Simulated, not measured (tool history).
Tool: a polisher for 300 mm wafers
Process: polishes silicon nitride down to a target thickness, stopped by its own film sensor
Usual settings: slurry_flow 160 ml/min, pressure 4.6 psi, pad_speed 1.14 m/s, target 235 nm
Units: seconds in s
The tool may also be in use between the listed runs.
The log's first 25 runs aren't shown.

run	hour	slurry_flow	pressure	pad_speed	target	incoming thickness of the incoming film, nm	seconds
# hour 420.3: worn pad replaced by a new one
26	459.9	160	4.6	1.38	219	381.2	66.7
27	473.1	160	4.6	1.14	261	374.5	54.8
28	482.1	115	3.5	1.14	235	382.3	97.6
29	490.7	210	4.6	1.14	189	386.0	91.4
30	504.1	160	4.6	1.14	235	381.5	70.2
31	521.4	160	4.6	1.14	235	381.9	70.5
32	538.6	115	5.6	0.84	220	385.4	91.3
33	546.6	160	4.6	1.14	235	380.1	68.9
# hour 556.5: worn pad replaced by a new one
34	558.2	160	4.6	1.14	235	375.8	68.4
35	574.1	145	5.5	0.82	211	378.2	91.9
36	590.5	130	4.1	1.14	264	374.9	62.4
37	602.9	160	4.6	1.14	273	387.5	56.3

Forecast each of these 4 alternatives for the next run:
A	603.3	160	4.6	1.14	235	381.1	?
B	603.3	185	4.6	1.50	263	381.1	?
C	603.3	160	3.0	0.90	265	381.1	?
D	603.3	190	4.6	1.14	270	381.1	?

run	seconds
A	71.9
B	45.7
C	101.7
D	53.3
Without the tool's hidden state the same runs would have given:
run	seconds
A	69.7
B	44.4
C	98.7
D	51.9

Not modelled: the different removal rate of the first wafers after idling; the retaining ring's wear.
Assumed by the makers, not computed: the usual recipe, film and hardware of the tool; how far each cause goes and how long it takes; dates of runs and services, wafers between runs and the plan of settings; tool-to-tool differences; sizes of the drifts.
